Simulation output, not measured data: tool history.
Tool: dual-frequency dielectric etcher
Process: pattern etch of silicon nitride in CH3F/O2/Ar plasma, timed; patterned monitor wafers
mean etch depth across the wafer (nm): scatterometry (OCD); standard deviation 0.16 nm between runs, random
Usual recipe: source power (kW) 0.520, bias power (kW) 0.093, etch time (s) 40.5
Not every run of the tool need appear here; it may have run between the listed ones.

run,day,source power (kW),bias power (kW),etch time (s),wafers since the last listed run,hours since the last wet clean,hours since the last source power generator calibration,hours since the last bias power generator calibration,hours since the last upper electrode change,hours since the gauge calibration,"read-back reference wafer on the same gauge, depth_nm",mean etch depth across the wafer (nm)
1,0.000,0.480,0.110,40.5,0,268.6,3631.9,2661.6,4445.0,127.0,32.52,33.55
2,0.562,0.480,0.110,40.5,219,282.1,3645.4,2675.1,4458.5,140.5,32.48,33.65
3,0.879,0.520,0.098,40.5,123,289.7,3653.0,2682.7,4466.1,148.1,32.50,33.64
4,1.550,0.520,0.093,40.5,262,305.8,3669.1,2698.8,4482.2,164.2,32.49,33.13
5,2.083,0.520,0.093,40.5,208,318.6,3681.9,2711.6,4495.0,177.0,32.48,33.22
6,2.617,0.520,0.093,40.5,208,331.4,3694.7,2724.4,4507.8,189.8,32.48,32.86
7,2.983,0.520,0.093,40.5,143,340.2,3703.5,2733.2,4516.6,198.6,32.48,33.01
8,3.704,0.520,0.093,40.5,281,357.5,3720.8,2750.5,4533.9,215.9,32.51,32.96
9,4.121,0.520,0.093,47.0,162,367.5,3730.8,2760.5,4543.9,225.9,32.49,38.15
10,4.429,0.520,0.093,47.0,120,374.9,3738.2,2767.9,4551.3,233.3,32.50,38.18
11,5.175,0.520,0.093,40.5,291,392.8,3756.1,2785.8,4569.2,251.2,32.49,32.79
# day 5.712: source power generator calibrated
# day 6.417: wet clean of the chamber
12,6.438,0.520,0.093,40.5,154,0.5,17.4,2816.1,4599.5,281.5,32.50,34.37
13,7.504,0.520,0.093,40.5,416,26.1,43.0,2841.7,4625.1,307.1,32.52,34.49
14,8.208,0.490,0.093,36.0,275,43.0,59.9,2858.6,4642.0,324.0,32.49,29.35
15,8.467,0.570,0.101,30.0,100,49.2,66.1,2864.8,4648.2,330.2,32.52,27.45
16,9.050,0.520,0.093,40.5,228,63.2,80.1,2878.8,4662.2,344.2,32.49,34.20
17,9.346,0.410,0.074,35.5,115,70.3,87.2,2885.9,4669.3,351.3,32.49,23.96
18,9.754,0.390,0.100,36.5,159,80.1,97.0,2895.7,4679.1,361.1,32.48,25.98
19,10.121,0.420,0.080,40.5,143,88.9,105.8,2904.5,4687.9,369.9,32.49,28.11
# day 10.771: bias power generator calibrated
# day 11.512: upper electrode replaced
20,11.533,0.440,0.072,44.0,197,122.8,139.7,18.3,0.5,403.8,32.48,30.57
21,11.546,0.480,0.093,45.0,4,123.1,140.0,18.6,0.8,404.1,32.49,35.81
22,11.658,0.520,0.093,40.5,43,125.8,142.7,21.3,3.5,406.8,32.51,33.84
# day 11.700: gauge calibrated
23,11.933,0.480,0.093,45.0,107,132.4,149.3,27.9,10.1,5.6,32.53,35.76
24,12.346,0.480,0.110,40.5,161,142.3,159.2,37.8,20.0,15.5,32.50,34.16
25,12.642,0.480,0.110,40.5,115,149.4,166.3,44.9,27.1,22.6,32.52,34.00
26,13.300,0.520,0.116,40.5,257,165.2,182.1,60.7,42.9,38.4,32.55,36.47
27,13.942,0.520,0.093,40.5,250,180.6,197.5,76.1,58.3,53.8,32.46,33.82
28,14.342,0.520,0.093,47.5,156,190.2,207.1,85.7,67.9,63.4,32.51,39.54
29,15.083,0.520,0.093,40.5,289,208.0,224.9,103.5,85.7,81.2,32.50,33.67

Each row is a separate what-if for the run after 29, all from the same tool condition, not one after another. Results?
A,15.100,0.520,0.093,40.5,6,208.4,225.3,103.9,86.1,81.6,?,?
B,15.100,0.520,0.093,51.5,6,208.4,225.3,103.9,86.1,81.6,?,?
C,15.100,0.620,0.114,52.0,6,208.4,225.3,103.9,86.1,81.6,?,?
D,15.100,0.560,0.100,47.0,6,208.4,225.3,103.9,86.1,81.6,?,?
E,15.100,0.610,0.077,48.5,6,208.4,225.3,103.9,86.1,81.6,?,?

run,"read-back reference wafer on the same gauge, depth_nm",mean etch depth across the wafer (nm)
A,32.51,33.81
B,32.51,43.00
C,32.51,51.50
D,32.51,42.02
E,32.51,41.74
Without the tool's hidden state the same runs would have given:
run,mean etch depth across the wafer (nm)
A,34.51
B,43.88
C,52.56
D,42.88
E,42.60
